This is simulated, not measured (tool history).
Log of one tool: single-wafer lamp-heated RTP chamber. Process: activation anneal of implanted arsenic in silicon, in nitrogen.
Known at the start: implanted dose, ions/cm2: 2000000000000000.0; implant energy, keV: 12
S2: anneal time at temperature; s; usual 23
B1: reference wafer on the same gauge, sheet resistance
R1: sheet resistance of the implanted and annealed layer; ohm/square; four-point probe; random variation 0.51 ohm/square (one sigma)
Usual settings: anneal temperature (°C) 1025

run 1 hour=0 | anneal_temperature_(°C)=1025 S2=19 | B1=121.92 | R1=110.05
run 2 hour=40.3 | anneal_temperature_(°C)=1025 S2=19 | B1=121.79 | R1=108.83
run 3 hour=73.6 | anneal_temperature_(°C)=1025 S2=31 | B1=122.03 | R1=97.78
-- hour=85.6 gauge calibrated
-- hour=129.4 pyrometer window cleaned and pyrometer calibrated
run 4 hour=129.9 | anneal_temperature_(°C)=1025 S2=31 | B1=122.05 | R1=96.29
run 5 hour=151.3 | anneal_temperature_(°C)=1025 S2=18 | B1=121.91 | R1=109.18
run 6 hour=187.5 | anneal_temperature_(°C)=1025 S2=23 | B1=121.98 | R1=102.62
run 7 hour=224 | anneal_temperature_(°C)=1025 S2=23 | B1=121.96 | R1=102.49
run 8 hour=275 | anneal_temperature_(°C)=1010 S2=32 | B1=122.06 | R1=105.75
run 9 hour=328.6 | anneal_temperature_(°C)=1025 S2=23 | B1=121.83 | R1=101.52
-- hour=372.1 pyrometer window cleaned and pyrometer calibrated
run 10 hour=395.5 | anneal_temperature_(°C)=1043 S2=14 | B1=121.98 | R1=101.65
-- hour=406.6 reflector plate cleaned
run 11 hour=466.9 | anneal_temperature_(°C)=1013 S2=23 | B1=121.99 | R1=106.84
run 12 hour=503.2 | anneal_temperature_(°C)=1025 S2=19 | B1=121.94 | R1=103.95
-- hour=506.3 gauge calibrated
-- hour=527 reflector plate cleaned, repeated, since the last time left the tool worse
run 13 hour=547.2 | anneal_temperature_(°C)=1041 S2=13 | B1=122.03 | R1=108.15
-- hour=597.9 pyrometer window cleaned and pyrometer calibrated
run 14 hour=618.8 | anneal_temperature_(°C)=1025 S2=23 | B1=121.86 | R1=103.65
run 15 hour=681.8 | anneal_temperature_(°C)=1025 S2=17 | B1=122.05 | R1=112.04
run 16 hour=715.9 | anneal_temperature_(°C)=1006 S2=14 | B1=121.95 | R1=132.45

3 ways to go on from here, each from the tool as it stands after run 16. What would each give?
run A hour=716.3 | anneal_temperature_(°C)=1015 S2=23 | B1=? | R1=?
run B hour=716.3 | anneal_temperature_(°C)=1025 S2=9 | B1=? | R1=?
run C hour=716.3 | anneal_temperature_(°C)=1048 S2=12 | B1=? | R1=?

run=A B1=122.1 R1=111.8
run=B B1=122.1 R1=129.12
run=C B1=122.1 R1=105.35
Without the tool's hidden state the same runs would have given:
run=A R1=112.66
run=B R1=129.97
run=C R1=106.09
